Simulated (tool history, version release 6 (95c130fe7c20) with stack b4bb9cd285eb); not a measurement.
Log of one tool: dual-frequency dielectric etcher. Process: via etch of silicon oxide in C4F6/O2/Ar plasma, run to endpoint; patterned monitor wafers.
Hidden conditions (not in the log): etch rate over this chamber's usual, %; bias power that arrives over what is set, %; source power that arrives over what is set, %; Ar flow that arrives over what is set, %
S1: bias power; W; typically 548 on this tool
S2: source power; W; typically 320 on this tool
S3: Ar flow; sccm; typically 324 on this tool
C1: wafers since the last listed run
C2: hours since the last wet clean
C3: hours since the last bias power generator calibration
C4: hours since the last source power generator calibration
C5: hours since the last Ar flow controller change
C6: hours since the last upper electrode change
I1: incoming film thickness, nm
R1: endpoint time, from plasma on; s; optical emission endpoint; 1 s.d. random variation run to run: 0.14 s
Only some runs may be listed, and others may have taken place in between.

run 1 hour=0.0 | S1=548 S2=320 S3=324 | C1=0 C2=480.9 C3=4105.0 C4=4314.2 C5=3305.5 C6=2626.4 | I1=114.6 | R1=25.0
run 2 hour=20.6 | S1=548 S2=320 S3=324 | C1=148 C2=501.5 C3=4125.6 C4=4334.8 C5=3326.1 C6=2647.0 | I1=114.1 | R1=25.0
-- hour=99.2 upper electrode replaced
-- hour=102.3 wet clean of the chamber
run 3 hour=103.7 | S1=548 S2=320 S3=324 | C1=402 C2=1.4 C3=4208.7 C4=4417.9 C5=3409.2 C6=4.5 | I1=114.5 | R1=22.5
run 4 hour=119.8 | S1=490 S2=320 S3=324 | C1=115 C2=17.5 C3=4224.8 C4=4434.0 C5=3425.3 C6=20.6 | I1=112.9 | R1=23.2
-- hour=144.3 Ar flow controller replaced
run 5 hour=147.5 | S1=548 S2=320 S3=295 | C1=156 C2=45.2 C3=4252.5 C4=4461.7 C5=3.2 C6=48.3 | I1=114.7 | R1=22.2
run 6 hour=166.2 | S1=548 S2=320 S3=295 | C1=134 C2=63.9 C3=4271.2 C4=4480.4 C5=21.9 C6=67.0 | I1=114.8 | R1=22.3
run 7 hour=201.6 | S1=548 S2=320 S3=295 | C1=254 C2=99.3 C3=4306.6 C4=4515.8 C5=57.3 C6=102.4 | I1=113.4 | R1=22.0
run 8 hour=215.2 | S1=665 S2=390 S3=324 | C1=97 C2=112.9 C3=4320.2 C4=4529.4 C5=70.9 C6=116.0 | I1=113.2 | R1=18.8
run 9 hour=240.7 | S1=676 S2=320 S3=324 | C1=183 C2=138.4 C3=4345.7 C4=4554.9 C5=96.4 C6=141.5 | I1=113.2 | R1=20.8
run 10 hour=264.2 | S1=548 S2=320 S3=324 | C1=169 C2=161.9 C3=4369.2 C4=4578.4 C5=119.9 C6=165.0 | I1=113.5 | R1=22.5
run 11 hour=288.3 | S1=595 S2=270 S3=377 | C1=173 C2=186.0 C3=4393.3 C4=4602.5 C5=144.0 C6=189.1 | I1=113.2 | R1=24.4
run 12 hour=321.6 | S1=548 S2=320 S3=324 | C1=239 C2=219.3 C3=4426.6 C4=4635.8 C5=177.3 C6=222.4 | I1=113.0 | R1=22.3
run 13 hour=335.4 | S1=548 S2=320 S3=324 | C1=99 C2=233.1 C3=4440.4 C4=4649.6 C5=191.1 C6=236.2 | I1=114.2 | R1=22.6
run 14 hour=362.4 | S1=598 S2=300 S3=324 | C1=194 C2=260.1 C3=4467.4 C4=4676.6 C5=218.1 C6=263.2 | I1=113.1 | R1=22.5
-- hour=368.4 bias power generator calibrated
-- hour=374.1 source power generator calibrated
-- hour=386.7 wet clean of the chamber, repeated, since the last time left the tool worse
run 15 hour=388.8 | S1=445 S2=270 S3=260 | C1=41 C2=2.1 C3=20.4 C4=14.7 C5=244.5 C6=289.6 | I1=114.1 | R1=27.5
run 16 hour=402.6 | S1=548 S2=320 S3=324 | C1=99 C2=15.9 C3=34.2 C4=28.5 C5=258.3 C6=303.4 | I1=114.6 | R1=24.2
run 17 hour=416.0 | S1=548 S2=380 S3=361 | C1=96 C2=29.3 C3=47.6 C4=41.9 C5=271.7 C6=316.8 | I1=113.3 | R1=22.1
run 18 hour=440.2 | S1=548 S2=260 S3=350 | C1=174 C2=53.5 C3=71.8 C4=66.1 C5=295.9 C6=341.0 | I1=113.3 | R1=27.4
run 19 hour=472.6 | S1=458 S2=320 S3=255 | C1=233 C2=85.9 C3=104.2 C4=98.5 C5=328.3 C6=373.4 | I1=113.7 | R1=24.9
run 20 hour=490.4 | S1=548 S2=320 S3=395 | C1=128 C2=103.7 C3=122.0 C4=116.3 C5=346.1 C6=391.2 | I1=113.1 | R1=24.7
run 21 hour=507.6 | S1=643 S2=260 S3=255 | C1=123 C2=120.9 C3=139.2 C4=133.5 C5=363.3 C6=408.4 | I1=114.6 | R1=24.8
run 22 hour=534.5 | S1=624 S2=270 S3=260 | C1=193 C2=147.8 C3=166.1 C4=160.4 C5=390.2 C6=435.3 | I1=114.2 | R1=24.6
run 23 hour=559.2 | S1=595 S2=270 S3=377 | C1=177 C2=172.5 C3=190.8 C4=185.1 C5=414.9 C6=460.0 | I1=113.7 | R1=26.2
run 24 hour=572.5 | S1=548 S2=320 S3=324 | C1=95 C2=185.8 C3=204.1 C4=198.4 C5=428.2 C6=473.3 | I1=113.3 | R1=24.0
run 25 hour=604.8 | S1=548 S2=320 S3=324 | C1=232 C2=218.1 C3=236.4 C4=230.7 C5=460.5 C6=505.6 | I1=114.5 | R1=24.4
run 26 hour=624.0 | S1=548 S2=290 S3=351 | C1=138 C2=237.3 C3=255.6 C4=249.9 C5=479.7 C6=524.8 | I1=112.3 | R1=25.6
run 27 hour=636.1 | S1=512 S2=360 S3=262 | C1=87 C2=249.4 C3=267.7 C4=262.0 C5=491.8 C6=536.9 | I1=114.5 | R1=23.0
run 28 hour=661.5 | S1=655 S2=390 S3=392 | C1=182 C2=274.8 C3=293.1 C4=287.4 C5=517.2 C6=562.3 | I1=112.6 | R1=21.2
run 29 hour=686.1 | S1=548 S2=360 S3=324 | C1=176 C2=299.4 C3=317.7 C4=312.0 C5=541.8 C6=586.9 | I1=114.0 | R1=23.3
run 30 hour=706.3 | S1=548 S2=260 S3=247 | C1=145 C2=319.6 C3=337.9 C4=332.2 C5=562.0 C6=607.1 | I1=113.2 | R1=26.0

Branching from run 30: 3 alternative next runs. What would each branch give?
run A hour=706.7 | S1=548 S2=320 S3=299 | C1=2 C2=320.0 C3=338.3 C4=332.6 C5=562.4 C6=607.5 | I1=113.5 | R1=?
run B hour=706.7 | S1=594 S2=380 S3=259 | C1=2 C2=320.0 C3=338.3 C4=332.6 C5=562.4 C6=607.5 | I1=113.5 | R1=?
run C hour=706.7 | S1=431 S2=400 S3=389 | C1=2 C2=320.0 C3=338.3 C4=332.6 C5=562.4 C6=607.5 | I1=113.5 | R1=?

run=A R1=24.0
run=B R1=21.0
run=C R1=24.3
Had the tool no hidden state, the same runs would have come out as:
run=A R1=23.4
run=B R1=20.4
run=C R1=23.7

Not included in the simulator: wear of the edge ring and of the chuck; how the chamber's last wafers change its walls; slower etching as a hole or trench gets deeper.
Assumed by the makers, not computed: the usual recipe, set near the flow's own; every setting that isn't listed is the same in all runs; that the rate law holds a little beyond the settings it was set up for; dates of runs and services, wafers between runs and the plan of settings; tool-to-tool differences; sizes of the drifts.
